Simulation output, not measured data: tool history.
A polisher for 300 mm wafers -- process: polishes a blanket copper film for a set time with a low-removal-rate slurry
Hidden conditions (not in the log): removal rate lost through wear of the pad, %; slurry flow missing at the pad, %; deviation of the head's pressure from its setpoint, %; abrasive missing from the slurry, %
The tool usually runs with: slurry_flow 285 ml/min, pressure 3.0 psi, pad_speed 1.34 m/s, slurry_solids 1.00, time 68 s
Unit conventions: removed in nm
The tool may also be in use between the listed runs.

| run | hour | slurry_flow | pressure | pad_speed | slurry_solids | time | wafers since the last listed run | wafers polished on this pad | hours since the slurry nozzle was cleaned | hours since the head pressure was calibrated | hours since the slurry blender was calibrated | incoming thickness of the incoming film, nm | removed |
|---|---|---|---|---|---|---|---|---|---|---|---|---|---|
| 1 | 0.0 | 285 | 3.0 | 1.34 | 1.00 | 68 | 0 | 406 | 540.7 | 304.2 | 162.1 | 1069.2 | 225.4 |
| 2 | 12.6 | 285 | 3.0 | 1.34 | 1.00 | 68 | 174 | 580 | 553.3 | 316.8 | 174.7 | 1084.2 | 226.5 |
| 3 | 18.9 | 285 | 3.0 | 1.34 | 1.00 | 68 | 87 | 667 | 559.6 | 323.1 | 181.0 | 1081.2 | 218.5 |
|  | 30.5 | worn pad replaced by a new one |
| 4 | 34.5 | 285 | 3.0 | 1.34 | 1.00 | 68 | 160 | 55 | 575.2 | 338.7 | 196.6 | 1101.5 | 225.3 |
| 5 | 53.3 | 285 | 3.0 | 1.34 | 1.00 | 68 | 259 | 315 | 594.0 | 357.5 | 215.4 | 1069.8 | 220.7 |
| 6 | 67.6 | 285 | 3.0 | 1.34 | 1.00 | 68 | 197 | 512 | 608.3 | 371.8 | 229.7 | 1091.4 | 222.2 |
| 7 | 75.2 | 285 | 3.0 | 1.34 | 1.00 | 68 | 105 | 617 | 615.9 | 379.4 | 237.3 | 1081.0 | 222.8 |
|  | 86.7 | worn pad replaced by a new one |
| 8 | 88.1 | 285 | 3.0 | 1.34 | 1.20 | 68 | 122 | 18 | 628.8 | 392.3 | 250.2 | 1072.1 | 233.0 |
|  | 97.7 | head pressure recalibrated |
| 9 | 98.2 | 325 | 3.0 | 1.34 | 1.00 | 68 | 111 | 130 | 638.9 | 0.5 | 260.3 | 1080.5 | 227.8 |
|  | 108.4 | slurry nozzle cleaned |
| 10 | 112.0 | 325 | 3.0 | 1.34 | 1.00 | 68 | 176 | 307 | 3.6 | 14.3 | 274.1 | 1074.8 | 225.2 |
| 11 | 126.0 | 285 | 3.0 | 1.34 | 0.75 | 68 | 193 | 500 | 17.6 | 28.3 | 288.1 | 1079.5 | 216.4 |
| 12 | 140.3 | 285 | 3.0 | 1.34 | 1.00 | 68 | 197 | 698 | 31.9 | 42.6 | 302.4 | 1078.5 | 224.0 |
| 13 | 148.4 | 285 | 2.4 | 1.34 | 1.00 | 55 | 111 | 810 | 40.0 | 50.7 | 310.5 | 1069.8 | 151.2 |
|  | 155.1 | worn pad replaced by a new one |
| 14 | 164.5 | 285 | 3.0 | 1.54 | 1.00 | 68 | 167 | 129 | 56.1 | 66.8 | 326.6 | 1071.8 | 245.2 |
|  | 173.8 | slurry blender recalibrated |
| 15 | 174.3 | 285 | 3.0 | 1.34 | 1.00 | 68 | 107 | 237 | 65.9 | 76.6 | 0.5 | 1077.4 | 244.2 |
| 16 | 182.7 | 225 | 3.0 | 1.22 | 1.00 | 54 | 116 | 353 | 74.3 | 85.0 | 8.9 | 1078.9 | 175.4 |
| 17 | 198.6 | 285 | 2.4 | 1.34 | 1.00 | 55 | 219 | 572 | 90.2 | 100.9 | 24.8 | 1072.7 | 162.8 |
| 18 | 208.6 | 360 | 2.1 | 1.64 | 1.00 | 68 | 138 | 711 | 100.2 | 110.9 | 34.8 | 1070.7 | 217.9 |
|  | 219.8 | worn pad replaced by a new one |
| 19 | 225.4 | 285 | 3.0 | 1.34 | 1.00 | 82 | 176 | 77 | 117.0 | 127.7 | 51.6 | 1098.7 | 285.9 |
| 20 | 241.5 | 385 | 2.0 | 1.34 | 1.00 | 68 | 222 | 299 | 133.1 | 143.8 | 67.7 | 1081.0 | 177.2 |
| 21 | 255.8 | 285 | 3.0 | 1.34 | 1.00 | 68 | 197 | 497 | 147.4 | 158.1 | 82.0 | 1091.1 | 228.7 |
| 22 | 269.1 | 285 | 3.6 | 1.34 | 1.00 | 57 | 183 | 681 | 160.7 | 171.4 | 95.3 | 1073.2 | 223.4 |

What if the next run were any one of these 4? Each begins from the tool's condition after run 22:
| A | 269.5 | 285 | 3.0 | 1.34 | 1.00 | 68 | 5 | 686 | 161.1 | 171.8 | 95.7 | 1083.0 | ? |
| B | 269.5 | 370 | 3.0 | 1.34 | 0.90 | 68 | 5 | 686 | 161.1 | 171.8 | 95.7 | 1083.0 | ? |
| C | 269.5 | 345 | 3.0 | 1.34 | 1.25 | 88 | 5 | 686 | 161.1 | 171.8 | 95.7 | 1083.0 | ? |
| D | 269.5 | 285 | 3.6 | 1.34 | 0.90 | 68 | 5 | 686 | 161.1 | 171.8 | 95.7 | 1083.0 | ? |

| run | removed |
|---|---|
| A | 230.6 |
| B | 230.9 |
| C | 318.4 |
| D | 261.4 |
The same runs, with their run-to-run variation unchanged, on a tool lacking any hidden condition would have given:
| run | removed |
|---|---|
| A | 244.4 |
| B | 244.6 |
| C | 338.1 |
| D | 276.9 |
